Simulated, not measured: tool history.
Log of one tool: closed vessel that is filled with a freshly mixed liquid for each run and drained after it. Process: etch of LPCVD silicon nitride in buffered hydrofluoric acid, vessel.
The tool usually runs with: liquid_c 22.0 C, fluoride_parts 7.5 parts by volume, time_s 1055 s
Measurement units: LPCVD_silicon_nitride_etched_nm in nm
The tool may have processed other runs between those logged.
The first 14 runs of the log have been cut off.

| run | day | liquid_c | fluoride_parts | time_s | read-back film thickness of the LPCVD silicon nitride reference wafer, read on the same gauge (nm) | LPCVD_silicon_nitride_etched_nm |
|---|---|---|---|---|---|---|
| 15 | 15.233 | 19.0 | 7.5 | 1055 | 130.03 | 14.96 |
| 16 | 16.538 | 22.0 | 7.5 | 710 | 130.00 | 11.81 |
| 17 | 17.504 | 22.0 | 8.5 | 1055 | 129.98 | 15.49 |
| 18 | 18.538 | 18.5 | 10.0 | 1355 | 130.00 | 14.23 |
| 19 | 19.954 | 22.0 | 7.5 | 630 | 130.03 | 10.46 |
| 20 | 20.462 | 26.5 | 9.0 | 1055 | 130.01 | 18.65 |
|  | 21.642 | thermometer replaced |
| 21 | 21.688 | 22.0 | 5.0 | 1565 | 130.00 | 38.34 |
| 22 | 22.400 | 25.0 | 10.0 | 495 | 130.00 | 7.60 |
| 23 | 23.300 | 22.0 | 7.5 | 1055 | 130.04 | 17.89 |
| 24 | 24.454 | 22.0 | 9.5 | 610 | 129.99 | 8.40 |
| 25 | 25.229 | 22.0 | 7.5 | 1055 | 129.98 | 17.88 |
| 26 | 26.162 | 25.0 | 10.0 | 495 | 130.03 | 7.58 |
| 27 | 27.150 | 22.0 | 10.5 | 565 | 130.01 | 6.99 |
| 28 | 28.125 | 24.5 | 7.5 | 530 | 130.02 | 10.10 |
| 29 | 29.133 | 22.0 | 7.5 | 1055 | 129.99 | 17.51 |
| 30 | 30.458 | 22.0 | 5.0 | 1565 | 130.01 | 37.68 |
| 31 | 31.800 | 22.0 | 7.5 | 1055 | 129.99 | 17.41 |
| 32 | 32.496 | 25.5 | 9.0 | 1360 | 130.00 | 22.88 |
| 33 | 33.642 | 22.0 | 7.5 | 1055 | 129.98 | 17.36 |

Branching from run 33: 3 alternative next runs. What would each branch give?
| A | 33.679 | 22.0 | 7.5 | 720 | ? | ? |
| B | 33.679 | 20.5 | 10.5 | 1400 | ? | ? |
| C | 33.679 | 17.5 | 7.5 | 1540 | ? | ? |

| run | read-back film thickness of the LPCVD silicon nitride reference wafer, read on the same gauge (nm) | LPCVD_silicon_nitride_etched_nm |
|---|---|---|
| A | 130.02 | 11.83 |
| B | 130.02 | 15.58 |
| C | 130.02 | 19.66 |
Take away the tool's hidden state, keep each run's random variation, and the runs would have read:
| run | LPCVD_silicon_nitride_etched_nm |
|---|---|
| A | 12.64 |
| B | 16.56 |
| C | 21.00 |
